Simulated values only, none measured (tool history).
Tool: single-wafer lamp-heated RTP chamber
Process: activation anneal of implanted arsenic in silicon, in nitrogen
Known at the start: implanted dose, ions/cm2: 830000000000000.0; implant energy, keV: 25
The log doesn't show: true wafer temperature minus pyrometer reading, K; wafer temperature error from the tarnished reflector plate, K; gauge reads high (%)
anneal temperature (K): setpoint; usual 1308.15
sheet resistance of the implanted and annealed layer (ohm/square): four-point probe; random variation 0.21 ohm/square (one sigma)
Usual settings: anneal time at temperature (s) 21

| run | hour | anneal temperature (K) | anneal time at temperature (s) | wafers since the last listed run | wafers since the last pyrometer calibration | wafers since the reflector plate was cleaned | hours since the gauge calibration | read-back reference wafer on the same gauge, sheet resistance | sheet resistance of the implanted and annealed layer (ohm/square) |
|---|---|---|---|---|---|---|---|---|---|
| 1 | 0 | 1308.15 | 21 | 0 | 753 | 4396 | 1120.4 | 113.98 | 124.2 |
| 2 | 47 | 1308.15 | 21 | 412 | 1165 | 4808 | 1167.4 | 113.94 | 123.78 |
| 3 | 91.4 | 1308.15 | 21 | 389 | 1554 | 5198 | 1211.8 | 113.98 | 123.49 |
| 4 | 159.7 | 1308.15 | 21 | 598 | 2153 | 5796 | 1280.1 | 114 | 123.02 |
|  | 285.9 | reflector plate cleaned |
| 5 | 307.5 | 1330.15 | 21 | 1225 | 3378 | 189 | 1427.9 | 114.12 | 120.87 |
| 6 | 351.8 | 1330.15 | 21 | 388 | 3767 | 577 | 1472.2 | 114 | 120.56 |
| 7 | 439 | 1296.15 | 21 | 764 | 4531 | 1341 | 1559.4 | 113.99 | 125.41 |
| 8 | 521.9 | 1318.15 | 21 | 726 | 5258 | 2068 | 1642.3 | 114.06 | 122.02 |
| 9 | 613.3 | 1318.15 | 21 | 801 | 6060 | 2870 | 1733.7 | 113.95 | 121.77 |
|  | 717.9 | pyrometer window cleaned and pyrometer calibrated |
| 10 | 861.6 | 1308.15 | 21 | 2106 | 1259 | 4976 | 1982 | 114.04 | 124.01 |
|  | 964.5 | reflector plate cleaned |
| 11 | 1067.8 | 1308.15 | 21 | 1737 | 2997 | 905 | 2188.2 | 114.03 | 123.58 |
| 12 | 1126.9 | 1308.15 | 21 | 518 | 3515 | 1423 | 2247.3 | 114 | 123.73 |
| 13 | 1176.9 | 1308.15 | 21 | 438 | 3954 | 1862 | 2297.3 | 114.01 | 124 |
| 14 | 1283.4 | 1308.15 | 21 | 933 | 4887 | 2795 | 2403.8 | 113.94 | 123.62 |
|  | 1517.6 | pyrometer window cleaned and pyrometer calibrated |
| 15 | 1528.3 | 1286.15 | 12 | 2077 | 93 | 4872 | 2648.7 | 114.05 | 130.6 |
| 16 | 1577.1 | 1332.15 | 21 | 427 | 521 | 5300 | 2697.5 | 113.94 | 120.51 |
| 17 | 1646.5 | 1330.15 | 16 | 608 | 1130 | 5909 | 2766.9 | 113.93 | 122.52 |
|  | 1728.8 | reflector plate cleaned |
| 18 | 1729.2 | 1297.15 | 10 | 654 | 1785 | 3 | 2849.6 | 113.98 | 129.85 |
|  | 2019.9 | gauge calibrated |
| 19 | 2044.8 | 1280.15 | 12 | 2767 | 4552 | 2770 | 24.9 | 113.99 | 130.4 |
| 20 | 2141.8 | 1308.15 | 26 | 850 | 5402 | 3621 | 121.9 | 114.03 | 121.8 |
|  | 2206.2 | pyrometer window cleaned and pyrometer calibrated |
| 21 | 2235.4 | 1317.15 | 24 | 750 | 255 | 4371 | 215.5 | 114.02 | 122.53 |
| 22 | 2276.5 | 1308.15 | 33 | 360 | 616 | 4732 | 256.6 | 114.06 | 121.37 |
| 23 | 2353.5 | 1308.15 | 21 | 675 | 1291 | 5407 | 333.6 | 114 | 123.58 |
|  | 2367.4 | reflector plate cleaned |
| 24 | 2455.4 | 1324.15 | 13 | 823 | 2114 | 771 | 435.5 | 113.94 | 124.77 |
| 25 | 2528 | 1288.15 | 33 | 636 | 2751 | 1407 | 508.1 | 114.02 | 123.77 |
| 26 | 2619.9 | 1285.15 | 21 | 805 | 3556 | 2213 | 600 | 114 | 126.58 |
| 27 | 2701.4 | 1308.15 | 21 | 714 | 4271 | 2928 | 681.5 | 113.97 | 123.58 |
| 28 | 2798.4 | 1308.15 | 21 | 850 | 5121 | 3778 | 778.5 | 114.04 | 122.63 |
| 29 | 2848.7 | 1308.15 | 21 | 441 | 5562 | 4219 | 828.8 | 114 | 123.33 |
| 30 | 2906 | 1284.15 | 31 | 502 | 6065 | 4721 | 886.1 | 114.04 | 123.93 |
|  | 2952.8 | pyrometer window cleaned and pyrometer calibrated |
| 31 | 2965.8 | 1308.15 | 21 | 454 | 113 | 5176 | 945.9 | 114.05 | 124.12 |
|  | 3045.4 | reflector plate cleaned |
| 32 | 3063.4 | 1316.15 | 11 | 785 | 899 | 157 | 1043.5 | 114.01 | 127.13 |
| 33 | 3164.7 | 1279.15 | 11 | 888 | 1787 | 1045 | 1144.8 | 114.05 | 132.04 |
| 34 | 3214.3 | 1279.15 | 21 | 434 | 2222 | 1480 | 1194.4 | 114.03 | 127.56 |
| 35 | 3275.8 | 1290.15 | 24 | 539 | 2761 | 2020 | 1255.9 | 113.91 | 125.1 |

Hidden state at the last listed run before each entry between runs and at the first one after, where it differs:
Between runs 4 and 5: reflector plate cleaned (hour 285.9)
  true wafer temperature minus pyrometer reading, K: 8.48 -> 10.6; wafer temperature error from the tarnished reflector plate, K: 6.89 -> 0.763
  measured less the result without the state, sheet resistance of the implanted and annealed layer (ohm/square): -2.05 -> -1.61
Between runs 9 and 10: pyrometer window cleaned and pyrometer calibrated (hour 717.9)
  true wafer temperature minus pyrometer reading, K: 12.4 -> 5.66; wafer temperature error from the tarnished reflector plate, K: 2.33 -> 5.62
  measured less the result without the state, sheet resistance of the implanted and annealed layer (ohm/square): -2.02 -> -1.5
Between runs 10 and 11: reflector plate cleaned (hour 964.5)
  true wafer temperature minus pyrometer reading, K: 5.66 -> 9.66; wafer temperature error from the tarnished reflector plate, K: 5.62 -> 1.36
  measured less the result without the state, sheet resistance of the implanted and annealed layer (ohm/square): -1.5 -> -1.46
Between runs 14 and 15: pyrometer window cleaned and pyrometer calibrated (hour 1517.6)
  true wafer temperature minus pyrometer reading, K: 11.4 -> 2.05; wafer temperature error from the tarnished reflector plate, K: 2.69 -> 5.86
  measured less the result without the state, sheet resistance of the implanted and annealed layer (ohm/square): -1.89 -> -1.12
Between runs 17 and 18: reflector plate cleaned (hour 1728.8)
  true wafer temperature minus pyrometer reading, K: 6.66 -> 8.8; wafer temperature error from the tarnished reflector plate, K: 8.02 -> 0.631
  measured less the result without the state, sheet resistance of the implanted and annealed layer (ohm/square): -2.01 -> -1.28
Between runs 18 and 19: gauge calibrated (hour 2019.9)
  true wafer temperature minus pyrometer reading, K: 8.8 -> 12.7; wafer temperature error from the tarnished reflector plate, K: 0.631 -> 2.1
  measured less the result without the state, sheet resistance of the implanted and annealed layer (ohm/square): -1.28 -> -2.15
Between runs 20 and 21: pyrometer window cleaned and pyrometer calibrated (hour 2206.2)
  true wafer temperature minus pyrometer reading, K: 13.1 -> 2.66; wafer temperature error from the tarnished reflector plate, K: 3.13 -> 4.4
  measured less the result without the state, sheet resistance of the implanted and annealed layer (ohm/square): -2.24 -> -0.97
Between runs 23 and 24: reflector plate cleaned (hour 2367.4)
  true wafer temperature minus pyrometer reading, K: 6.93 -> 9.28; wafer temperature error from the tarnished reflector plate, K: 6.35 -> 1.31
  measured less the result without the state, sheet resistance of the implanted and annealed layer (ohm/square): -1.78 -> -1.36
Between runs 30 and 31: pyrometer window cleaned and pyrometer calibrated (hour 2952.8)
  true wafer temperature minus pyrometer reading, K: 13.1 -> 1.56; wafer temperature error from the tarnished reflector plate, K: 5.45 -> 6.45
  measured less the result without the state, sheet resistance of the implanted and annealed layer (ohm/square): -2.63 -> -1.06
Between runs 31 and 32: reflector plate cleaned (hour 3045.4)
  true wafer temperature minus pyrometer reading, K: 1.56 -> 5.48; wafer temperature error from the tarnished reflector plate, K: 6.45 -> 0.974
  measured less the result without the state, sheet resistance of the implanted and annealed layer (ohm/square): -1.06 -> -0.82
